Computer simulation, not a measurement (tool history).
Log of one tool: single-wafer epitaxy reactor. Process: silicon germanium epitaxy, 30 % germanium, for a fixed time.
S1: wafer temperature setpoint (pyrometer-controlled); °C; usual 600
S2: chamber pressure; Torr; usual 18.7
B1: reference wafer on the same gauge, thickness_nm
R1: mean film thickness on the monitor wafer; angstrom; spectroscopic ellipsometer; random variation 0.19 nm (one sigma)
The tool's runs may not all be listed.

run     day   S1    S2      B1      R1
  1   0.000  600  20.2  76.760  681.68
  2   1.433  600  19.7  76.827  670.57
  3   4.675  611  19.9  76.956  801.08
  4   6.038  611  19.9  76.966  807.91
  5   7.300  611  19.9  77.059  799.74
      8.817  -- capacitance manometer re-zeroed and calibrated
  6   8.838  596  17.5  77.082  593.91
      9.467  -- showerhead replaced
  7   9.679  596  17.5  77.132  596.61
  8  10.908  600  18.7  77.054  659.27
  9  11.725  600  18.7  77.134  655.42
 10  13.212  600  21.9  77.081  708.00
 11  14.625  600  21.9  77.106  709.87
     16.446  -- gauge calibrated
 12  18.325  600  18.7  75.569  646.36
 13  19.533  609  18.7  75.762  745.41
 14  20.117  600  18.7  75.839  643.75
 15  20.808  587  18.7  75.971  523.82
 16  21.567  600  22.9  76.029  715.09
     22.521  -- pyrometer calibrated
 17  22.542  588  20.8  76.183  560.91
 18  23.596  611  19.9  76.248  794.57
 19  24.579  604  20.1  76.446  718.66
 20  25.975  588  15.2  76.497  481.70
 21  26.638  588  15.4  76.539  485.09
 22  27.496  605  23.0  76.599  778.45
 23  28.904  600  21.8  76.709  700.92

5 ways to go on from here, each from the tool as it stands after run 23. What would each give?
  A  28.921  600  21.7   ?   ?
  B  28.921  608  16.7   ?   ?
  C  28.921  600  22.7   ?   ?
  D  28.921  600  21.0   ?   ?
  E  28.921  588  22.2   ?   ?

run      B1      R1
  A  76.670  705.52
  B  76.670  705.63
  C  76.670  720.67
  D  76.670  694.61
  E  76.670  586.66
Without the tool's hidden state the same runs would have given:
run      R1
  A  690.90
  B  691.01
  C  705.74
  D  680.22
  E  574.50
